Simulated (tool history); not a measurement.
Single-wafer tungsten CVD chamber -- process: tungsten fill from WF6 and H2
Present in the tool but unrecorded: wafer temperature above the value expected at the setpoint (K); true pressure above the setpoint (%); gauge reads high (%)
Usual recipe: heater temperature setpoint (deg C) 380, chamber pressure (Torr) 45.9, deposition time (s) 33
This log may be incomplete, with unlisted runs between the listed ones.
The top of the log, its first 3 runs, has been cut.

| run | day | heater temperature setpoint (deg C) | chamber pressure (Torr) | deposition time (s) | wafers since the last listed run | hours since the last thermocouple change | hours since the last manometer calibration | hours since the showerhead was replaced | hours since the gauge calibration | read-back reference wafer on the same gauge, thickness_nm | mean film thickness on the monitor wafer (angstrom) |
|---|---|---|---|---|---|---|---|---|---|---|---|
| 4 | 1.296 | 380 | 45.9 | 35.9 | 480 | 1552.8 | 2609.4 | 4921.6 | 265.6 | 92.086 | 831.68 |
| 5 | 1.767 | 390 | 41.9 | 33 | 369 | 1564.1 | 2620.7 | 4932.9 | 276.9 | 91.996 | 903.86 |
| 6 | 2.046 | 390 | 41.9 | 33 | 219 | 1570.8 | 2627.4 | 4939.6 | 283.6 | 91.939 | 900.16 |
| 7 | 2.783 | 391 | 40 | 33 | 578 | 1588.5 | 2645.1 | 4957.3 | 301.3 | 92.102 | 897.83 |
| 8 | 3.108 | 391 | 40 | 33 | 255 | 1596.3 | 2652.9 | 4965.1 | 309.1 | 92.094 | 895.52 |
| 9 | 3.767 | 391 | 40 | 33 | 516 | 1612.1 | 2668.7 | 4980.9 | 324.9 | 92.015 | 898.41 |
|  | 4.375 | thermocouple changed; heater temperature recalibrated |
| 10 | 4.396 | 380 | 38.8 | 33 | 232 | 0.5 | 2683.8 | 4996 | 340 | 92.053 | 808.09 |
| 11 | 4.562 | 380 | 45.9 | 33 | 130 | 4.5 | 2687.8 | 5000 | 344 | 91.924 | 868.01 |
| 12 | 5.212 | 380 | 45.9 | 33 | 510 | 20.1 | 2703.4 | 5015.6 | 359.6 | 91.993 | 870.79 |
|  | 5.7 | showerhead replaced |
| 13 | 5.733 | 380 | 45.9 | 33 | 147 | 32.6 | 2715.9 | 0.8 | 372.1 | 92.053 | 870.07 |
| 14 | 6.308 | 370 | 45.9 | 33 | 451 | 46.4 | 2729.7 | 14.6 | 385.9 | 91.958 | 707.14 |
| 15 | 6.762 | 370 | 45.9 | 33 | 356 | 57.3 | 2740.6 | 25.5 | 396.8 | 92.025 | 704.73 |
| 16 | 7.479 | 380 | 45.9 | 33 | 562 | 74.5 | 2757.8 | 42.7 | 414 | 92.051 | 869.9 |
|  | 7.679 | gauge calibrated |
|  | 8.3 | capacitance manometer re-zeroed and calibrated |
| 17 | 8.321 | 380 | 45.9 | 33 | 399 | 94.7 | 0.5 | 62.9 | 15.4 | 92.056 | 861.22 |
| 18 | 8.796 | 380 | 39.1 | 35.5 | 372 | 106.1 | 11.9 | 74.3 | 26.8 | 92.132 | 865.94 |
| 19 | 9.279 | 374 | 45.9 | 33 | 379 | 117.7 | 23.5 | 85.9 | 38.4 | 92.049 | 762.35 |
| 20 | 9.654 | 390 | 41.9 | 33 | 294 | 126.7 | 32.5 | 94.9 | 47.4 | 92.104 | 1012.9 |
| 21 | 9.912 | 374 | 45.9 | 33 | 202 | 132.9 | 38.7 | 101.1 | 53.6 | 92.011 | 757.75 |
| 22 | 10.171 | 395 | 39.3 | 38.3 | 202 | 139.1 | 44.9 | 107.3 | 59.8 | 91.986 | 1252.41 |
| 23 | 10.612 | 374 | 40 | 39.4 | 346 | 149.7 | 55.5 | 117.9 | 70.4 | 92.064 | 853.06 |

What does the tool deliver on the next run?
| 24 | 10.925 | 371 | 42.6 | 35 | 245 | 157.2 | 63 | 125.4 | 77.9 | ? | ? |

read-back reference wafer on the same gauge, thickness_nm: 91.999
mean film thickness on the monitor wafer (angstrom): 727.66
On a tool with no hidden condition, and with the same random variation, this run would have come out at mean film thickness on the monitor wafer (angstrom) 733.59.
